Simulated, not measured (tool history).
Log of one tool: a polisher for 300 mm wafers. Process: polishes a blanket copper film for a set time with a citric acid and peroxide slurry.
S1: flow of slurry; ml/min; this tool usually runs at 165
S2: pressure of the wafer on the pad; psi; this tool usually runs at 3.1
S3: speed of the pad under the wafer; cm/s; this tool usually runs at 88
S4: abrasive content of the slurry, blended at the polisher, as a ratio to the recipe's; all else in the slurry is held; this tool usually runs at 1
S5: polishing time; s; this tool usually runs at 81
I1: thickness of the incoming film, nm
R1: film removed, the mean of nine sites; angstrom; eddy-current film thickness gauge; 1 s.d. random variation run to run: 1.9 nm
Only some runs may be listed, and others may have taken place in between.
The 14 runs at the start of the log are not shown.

Run 15, day 40.088: usual settings but S3 74 cm/s; I1 899.5. Result: R1 1496 angstrom.
At day 51.662: head pressure recalibrated.
Run 16, day 51.683: usual settings but S1 125 ml/min, S2 2.8 psi, S3 104 cm/s, S5 71 s; I1 882.2. Result: R1 1458 angstrom.
Run 17, day 54.038: usual settings but S1 115 ml/min, S3 74 cm/s, S5 63 s; I1 890. Result: R1 988 angstrom.
Run 18, day 58.292: usual settings; I1 886. Result: R1 1554 angstrom.
Run 19, day 61.375: usual settings but S1 145 ml/min; I1 896.7. Result: R1 1494 angstrom.
At day 64.562: worn pad replaced by a new one.
Run 20, day 64.908: usual settings but S3 100 cm/s, S4 0.85; I1 882.7. Result: R1 1883 angstrom.
Run 21, day 67.971: usual settings but S4 0.8; I1 889. Result: R1 1621 angstrom.
At day 68.583: slurry blender recalibrated.
At day 69.225: slurry nozzle cleaned.
Run 22, day 71.958: usual settings but S1 115 ml/min, S2 3.7 psi, S4 0.7, S5 69 s; I1 904.9. Result: R1 1598 angstrom.
Run 23, day 75.525: usual settings but S3 108 cm/s; I1 888.7. Result: R1 2110 angstrom.
Run 24, day 77.871: usual settings but S2 4.2 psi, S5 73 s; I1 899.7. Result: R1 2071 angstrom.
Run 25, day 81.017: usual settings but S4 1.2, S5 100 s; I1 883.4. Result: R1 2159 angstrom.
Run 26, day 83.775: usual settings; I1 896.2. Result: R1 1719 angstrom.
Run 27, day 87.762: usual settings but S1 135 ml/min, S3 74 cm/s, S4 0.8, S5 94 s; I1 901.7. Result: R1 1552 angstrom.
Run 28, day 90.988: usual settings but S2 2.8 psi; I1 895.4. Result: R1 1500 angstrom.
Run 29, day 92.562: usual settings but S2 3.5 psi, S5 55 s; I1 891.6. Result: R1 1231 angstrom.
At day 93.258: head pressure recalibrated.
Run 30, day 97.033: usual settings but S2 3.4 psi, S4 1.3, S5 55 s; I1 881.9. Result: R1 1212 angstrom.
At day 99.592: worn pad replaced by a new one.
At day 102.896: slurry blender recalibrated.
At day 103.488: slurry nozzle cleaned.
Run 31, day 103.508: usual settings; I1 878.9. Result: R1 1762 angstrom.

What if the next run were any one of these 3? Each begins from the tool's condition after run 31:
Run A, day 103.525: usual settings; I1 878.4. Result: R1 ?.
Run B, day 103.525: usual settings but S1 195 ml/min, S4 1.2, S5 103 s; I1 878.4. Result: R1 ?.
Run C, day 103.525: usual settings but S1 140 ml/min, S3 72 cm/s, S4 1.25, S5 103 s; I1 878.4. Result: R1 ?.

run    R1
  A  1763
  B  2362
  C  1880
Without the tool's hidden state the same runs would have given:
run    R1
  A  1784
  B  2390
  C  1902
